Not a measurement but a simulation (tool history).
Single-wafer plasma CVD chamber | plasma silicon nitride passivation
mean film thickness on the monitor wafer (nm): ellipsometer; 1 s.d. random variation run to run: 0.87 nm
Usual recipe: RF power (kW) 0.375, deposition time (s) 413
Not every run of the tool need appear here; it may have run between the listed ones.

run,hour,RF power (kW),deposition time (s),wafers since the last listed run,hours since the last RF generator calibration,hours since the showerhead was replaced,hours since the gauge calibration,"read-back reference wafer on the same gauge, thickness_nm",mean film thickness on the monitor wafer (nm)
1,0.0,0.375,413,0,1897.4,8123.2,52.7,613.146,583.567
2,26.1,0.375,413,114,1923.5,8149.3,78.8,613.120,580.535
3,52.7,0.375,413,116,1950.1,8175.9,105.4,612.887,582.921
4,80.8,0.320,413,123,1978.2,8204.0,133.5,613.001,550.139
5,114.6,0.315,413,148,2012.0,8237.8,167.3,613.109,548.012
6,147.3,0.315,413,143,2044.7,8270.5,200.0,613.139,548.149
# hour 166.7: showerhead replaced
7,173.8,0.430,413,81,2071.2,7.1,226.5,612.897,608.730
# hour 197.0: RF generator calibrated
8,197.5,0.375,413,68,0.5,30.8,250.2,612.948,582.538
# hour 198.6: gauge calibrated
9,222.3,0.425,480,108,25.3,55.6,23.7,613.301,704.175
10,247.1,0.375,474,108,50.1,80.4,48.5,613.011,666.594

Run 11, settings as shown, results not yet in. Your forecast:
11,273.6,0.425,345,116,76.6,106.9,75.0,?,?

read-back reference wafer on the same gauge, thickness_nm: 612.838
mean film thickness on the monitor wafer (nm): 506.052
With no hidden state in the tool, this same run would have given mean film thickness on the monitor wafer (nm) 506.052.
